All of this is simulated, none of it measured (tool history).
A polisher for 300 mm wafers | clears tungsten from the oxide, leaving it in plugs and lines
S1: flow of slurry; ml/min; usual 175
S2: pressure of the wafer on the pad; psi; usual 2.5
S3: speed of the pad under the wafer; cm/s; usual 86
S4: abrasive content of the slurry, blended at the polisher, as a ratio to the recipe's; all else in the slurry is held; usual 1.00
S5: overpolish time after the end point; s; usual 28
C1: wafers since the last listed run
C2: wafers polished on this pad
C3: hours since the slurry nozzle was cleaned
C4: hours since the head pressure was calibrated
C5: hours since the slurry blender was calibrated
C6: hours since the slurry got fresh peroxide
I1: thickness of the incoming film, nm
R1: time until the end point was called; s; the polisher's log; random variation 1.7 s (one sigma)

Run 1, day 0.000: usual settings; C1 0; C2 520; C3 309.0; C4 726.2; C5 351.4; C6 38.2; I1 372.0. Result: R1 157.1 s.
Run 2, day 0.304: usual settings; C1 47; C2 567; C3 316.3; C4 733.5; C5 358.7; C6 45.5; I1 368.3. Result: R1 154.2 s.
Run 3, day 0.733: usual settings; C1 66; C2 633; C3 326.6; C4 743.8; C5 369.0; C6 55.8; I1 370.6. Result: R1 154.5 s.
Run 4, day 1.383: usual settings; C1 100; C2 734; C3 342.2; C4 759.4; C5 384.6; C6 71.4; I1 373.0. Result: R1 157.7 s.
Run 5, day 1.675: usual settings but S2 3.0 psi, S5 32 s; C1 45; C2 779; C3 349.2; C4 766.4; C5 391.6; C6 78.4; I1 367.6. Result: R1 127.4 s.
At day 3.054: slurry tank refilled with fresh slurry and peroxide.
Run 6, day 3.300: usual settings but S2 3.0 psi, S5 32 s; C1 245; C2 1025; C3 388.2; C4 805.4; C5 430.6; C6 5.9; I1 371.2. Result: R1 129.9 s.
At day 3.746: slurry nozzle cleaned.
Run 7, day 3.912: usual settings but S2 2.1 psi; C1 88; C2 1113; C3 4.0; C4 820.1; C5 445.3; C6 20.6; I1 365.9. Result: R1 181.5 s.
At day 4.200: slurry blender recalibrated.
At day 4.367: head pressure recalibrated.
Run 8, day 4.588: usual settings but S3 72 cm/s; C1 78; C2 1192; C3 20.2; C4 5.3; C5 9.3; C6 36.8; I1 370.4. Result: R1 170.7 s.
Run 9, day 5.012: usual settings but S5 41 s; C1 65; C2 1258; C3 30.4; C4 15.5; C5 19.5; C6 47.0; I1 372.1. Result: R1 145.3 s.
At day 5.488: worn pad replaced by a new one.
Run 10, day 5.592: usual settings; C1 63; C2 15; C3 44.3; C4 29.4; C5 33.4; C6 60.9; I1 375.2. Result: R1 145.4 s.
Run 11, day 6.288: usual settings but S3 76 cm/s, S4 1.10, S5 33 s; C1 107; C2 123; C3 61.0; C4 46.1; C5 50.1; C6 77.6; I1 369.4. Result: R1 161.1 s.
Run 12, day 6.821: usual settings but S1 115 ml/min, S4 0.70; C1 82; C2 206; C3 73.8; C4 58.9; C5 62.9; C6 90.4; I1 366.9. Result: R1 166.3 s.
Run 13, day 7.158: usual settings; C1 52; C2 258; C3 81.9; C4 67.0; C5 71.0; C6 98.5; I1 376.7. Result: R1 150.9 s.
Run 14, day 7.450: usual settings; C1 45; C2 303; C3 88.9; C4 74.0; C5 78.0; C6 105.5; I1 368.6. Result: R1 146.5 s.
Run 15, day 7.721: usual settings but S3 112 cm/s, S4 0.90, S5 44 s; C1 41; C2 345; C3 95.4; C4 80.5; C5 84.5; C6 112.0; I1 371.3. Result: R1 117.0 s.
At day 8.012: slurry tank refilled with fresh slurry and peroxide.
Run 16, day 8.033: usual settings; C1 41; C2 387; C3 102.9; C4 88.0; C5 92.0; C6 0.5; I1 362.1. Result: R1 145.2 s.
Run 17, day 8.304: usual settings but S1 155 ml/min, S2 1.9 psi, S5 16 s; C1 41; C2 429; C3 109.4; C4 94.5; C5 98.5; C6 7.0; I1 365.4. Result: R1 198.2 s.
Run 18, day 8.700: usual settings but S3 62 cm/s, S4 1.25; C1 61; C2 491; C3 118.9; C4 104.0; C5 108.0; C6 16.5; I1 365.3. Result: R1 191.1 s.
Run 19, day 9.092: usual settings but S5 33 s; C1 60; C2 551; C3 128.3; C4 113.4; C5 117.4; C6 25.9; I1 375.9. Result: R1 155.0 s.
Run 20, day 9.758: usual settings but S2 1.9 psi, S5 14 s; C1 103; C2 655; C3 144.3; C4 129.4; C5 133.4; C6 41.9; I1 369.7. Result: R1 198.1 s.
Run 21, day 10.175: usual settings but S1 230 ml/min; C1 64; C2 719; C3 154.3; C4 139.4; C5 143.4; C6 51.9; I1 365.7. Result: R1 144.1 s.
Run 22, day 10.642: usual settings but S1 205 ml/min; C1 72; C2 792; C3 165.5; C4 150.6; C5 154.6; C6 63.1; I1 365.0. Result: R1 146.9 s.
Run 23, day 10.971: usual settings but S1 120 ml/min, S2 2.8 psi; C1 51; C2 843; C3 173.4; C4 158.5; C5 162.5; C6 71.0; I1 369.4. Result: R1 140.4 s.
Run 24, day 11.575: usual settings but S4 0.80, S5 42 s; C1 93; C2 936; C3 187.9; C4 173.0; C5 177.0; C6 85.5; I1 370.2. Result: R1 158.3 s.
Run 25, day 12.108: usual settings but S3 74 cm/s, S4 0.80; C1 82; C2 1019; C3 200.7; C4 185.8; C5 189.8; C6 98.3; I1 370.7. Result: R1 179.5 s.
At day 12.608: slurry tank refilled with fresh slurry and peroxide.
Run 26, day 12.779: usual settings; C1 97; C2 1116; C3 216.8; C4 201.9; C5 205.9; C6 4.1; I1 369.7. Result: R1 150.5 s.
Run 27, day 13.092: usual settings but S1 145 ml/min, S3 60 cm/s; C1 48; C2 1165; C3 224.3; C4 209.4; C5 213.4; C6 11.6; I1 362.6. Result: R1 215.7 s.

3 ways to go on from here, each from the tool as it stands after run 27. What would each give?
Run A, day 13.112: usual settings; C1 3; C2 1168; C3 224.8; C4 209.9; C5 213.9; C6 12.1; I1 373.3. Result: R1 ?.
Run B, day 13.112: usual settings but S3 66 cm/s, S5 18 s; C1 3; C2 1168; C3 224.8; C4 209.9; C5 213.9; C6 12.1; I1 373.3. Result: R1 ?.
Run C, day 13.112: usual settings but S3 104 cm/s; C1 3; C2 1168; C3 224.8; C4 209.9; C5 213.9; C6 12.1; I1 373.3. Result: R1 ?.

run     R1
  A  147.8
  B  192.6
  C  122.2
Without the tool's hidden state the same runs would have given:
run     R1
  A  137.2
  B  178.8
  C  113.5
